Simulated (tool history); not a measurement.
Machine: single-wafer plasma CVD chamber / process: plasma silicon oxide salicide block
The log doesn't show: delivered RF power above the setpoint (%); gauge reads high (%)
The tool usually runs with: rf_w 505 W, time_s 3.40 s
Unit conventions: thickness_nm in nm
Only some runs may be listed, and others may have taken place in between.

run	hour	rf_w	time_s	wafers since the last listed run	hours since the last RF generator calibration	hours since the showerhead was replaced	hours since the gauge calibration	read-back reference wafer on the same gauge, thickness_nm	thickness_nm
1	0.0	505	3.40	0	1259.2	3167.1	329.9	38.906	34.179
# hour 8.8: gauge calibrated
2	33.1	505	3.40	494	1292.3	3200.2	24.3	38.911	34.166
3	55.8	505	3.21	339	1315.0	3222.9	47.0	38.907	32.160
4	75.4	505	3.21	293	1334.6	3242.5	66.6	38.895	32.202
5	94.3	505	3.78	282	1353.5	3261.4	85.5	38.909	37.961
# hour 130.1: showerhead replaced
6	180.5	505	3.78	1169	1439.7	50.4	171.7	38.886	37.856
# hour 190.9: RF generator calibrated
7	197.8	530	2.89	139	6.9	67.7	189.0	38.893	29.914
8	225.0	565	3.64	406	34.1	94.9	216.2	38.920	38.507
9	255.7	505	3.96	458	64.8	125.6	246.9	38.906	40.409
10	283.2	575	3.57	411	92.3	153.1	274.4	38.907	37.916
# hour 291.5: gauge calibrated
11	304.7	505	2.88	321	113.8	174.6	13.2	38.911	29.482
12	333.2	505	3.40	426	142.3	203.1	41.7	38.887	34.691
13	359.7	450	3.70	396	168.8	229.6	68.2	38.914	36.474
14	374.7	505	3.40	224	183.8	244.6	83.2	38.917	34.620
15	388.9	505	2.75	212	198.0	258.8	97.4	38.902	28.069

Branching from run 15: 5 alternative next runs. What would each branch give?
A	389.3	505	2.96	5	198.4	259.2	97.8	?	?
B	389.3	505	3.79	5	198.4	259.2	97.8	?	?
C	389.3	595	3.02	5	198.4	259.2	97.8	?	?
D	389.3	415	3.01	5	198.4	259.2	97.8	?	?
E	389.3	575	3.59	5	198.4	259.2	97.8	?	?

run	read-back reference wafer on the same gauge, thickness_nm	thickness_nm
A	38.903	30.155
B	38.903	38.611
C	38.903	32.341
D	38.903	28.882
E	38.903	38.048
Without the tool's unlogged condition, the same runs would have read:
run	thickness_nm
A	30.207
B	38.678
C	32.397
D	28.932
E	38.113

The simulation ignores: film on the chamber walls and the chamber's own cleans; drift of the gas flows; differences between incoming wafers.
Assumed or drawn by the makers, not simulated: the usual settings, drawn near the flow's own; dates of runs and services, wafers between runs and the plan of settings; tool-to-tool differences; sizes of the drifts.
